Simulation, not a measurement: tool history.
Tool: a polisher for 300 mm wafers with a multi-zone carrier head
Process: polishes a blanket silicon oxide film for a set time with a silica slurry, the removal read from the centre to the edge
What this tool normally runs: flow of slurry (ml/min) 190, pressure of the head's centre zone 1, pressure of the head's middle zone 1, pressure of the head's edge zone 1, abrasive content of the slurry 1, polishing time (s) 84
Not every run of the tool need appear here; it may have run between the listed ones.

| run | hour | flow of slurry (ml/min) | pressure of the head's centre zone | pressure of the head's middle zone | pressure of the head's edge zone | abrasive content of the slurry | polishing time (s) | wafers since the last listed run | wafers polished on this pad | hours since the slurry nozzle was cleaned | hours since the centre zone pressure was calibrated | hours since the edge zone pressure was calibrated | hours since the carrier head's membrane was replaced | incoming thickness of the incoming film, nm | film removed at the wafer's centre (Å) | film removed at mid-radius (Å) | film removed at the wafer's edge (Å) |
|---|---|---|---|---|---|---|---|---|---|---|---|---|---|---|---|---|---|
| 1 | 0 | 190 | 1 | 0.97 | 1 | 0.85 | 84 | 0 | 555 | 252.6 | 165.1 | 380.6 | 249 | 1252.4 | 1737 | 1673 | 1727 |
|  | 60.1 | edge zone pressure recalibrated |
| 2 | 63.3 | 190 | 1 | 0.97 | 1 | 0.85 | 84 | 417 | 972 | 315.9 | 228.4 | 3.2 | 312.3 | 1268.1 | 1649 | 1653 | 1688 |
|  | 95.9 | worn pad replaced by a new one |
| 3 | 108.1 | 190 | 1 | 1 | 1 | 1.15 | 84 | 277 | 82 | 360.7 | 273.2 | 48 | 357.1 | 1260.1 | 2106 | 2130 | 2145 |
|  | 169 | centre zone pressure recalibrated |
| 4 | 173.9 | 190 | 1 | 1 | 1 | 1.15 | 84 | 434 | 517 | 426.5 | 4.9 | 113.8 | 422.9 | 1231.3 | 2043 | 2077 | 2136 |
| 5 | 210 | 190 | 1 | 1 | 1 | 1 | 84 | 245 | 762 | 462.6 | 41 | 149.9 | 459 | 1237 | 1864 | 1890 | 1932 |
|  | 241.1 | slurry nozzle cleaned |
| 6 | 279.5 | 190 | 1 | 1 | 1 | 1 | 84 | 466 | 1229 | 38.4 | 110.5 | 219.4 | 528.5 | 1239.3 | 2011 | 2028 | 2040 |
|  | 288 | worn pad replaced by a new one |
| 7 | 306.6 | 190 | 1 | 1 | 1 | 1 | 84 | 157 | 126 | 65.5 | 137.6 | 246.5 | 555.6 | 1264.9 | 2025 | 2004 | 2029 |
| 8 | 363.4 | 190 | 1 | 1 | 1 | 1 | 84 | 386 | 513 | 122.3 | 194.4 | 303.3 | 612.4 | 1255.9 | 2012 | 2037 | 2041 |
| 9 | 393.2 | 190 | 1 | 1 | 1 | 1 | 84 | 202 | 716 | 152.1 | 224.2 | 333.1 | 642.2 | 1250 | 2002 | 2043 | 2029 |
| 10 | 455.3 | 190 | 1.03 | 1.07 | 0.92 | 1 | 84 | 422 | 1139 | 214.2 | 286.3 | 395.2 | 704.3 | 1277 | 2078 | 2115 | 1912 |
|  | 467.3 | worn pad replaced by a new one |
|  | 477.7 | centre zone pressure recalibrated |
| 11 | 513 | 190 | 1 | 1 | 1 | 0.8 | 84 | 351 | 297 | 271.9 | 35.3 | 452.9 | 762 | 1250.6 | 1602 | 1602 | 1629 |

For run 12, what comes out?
|  | 527.2 | edge zone pressure recalibrated |
| 12 | 543.7 | 190 | 1.1 | 1 | 1 | 0.85 | 84 | 195 | 492 | 302.6 | 66 | 16.5 | 792.7 | 1253.5 | ? | ? | ? |

film removed at the wafer's centre (Å): 1888
film removed at mid-radius (Å): 1693
film removed at the wafer's edge (Å): 1703
Without the tool's hidden state the same run would have given film removed at the wafer's centre (Å) 1944, film removed at mid-radius (Å) 1738, film removed at the wafer's edge (Å) 1735.
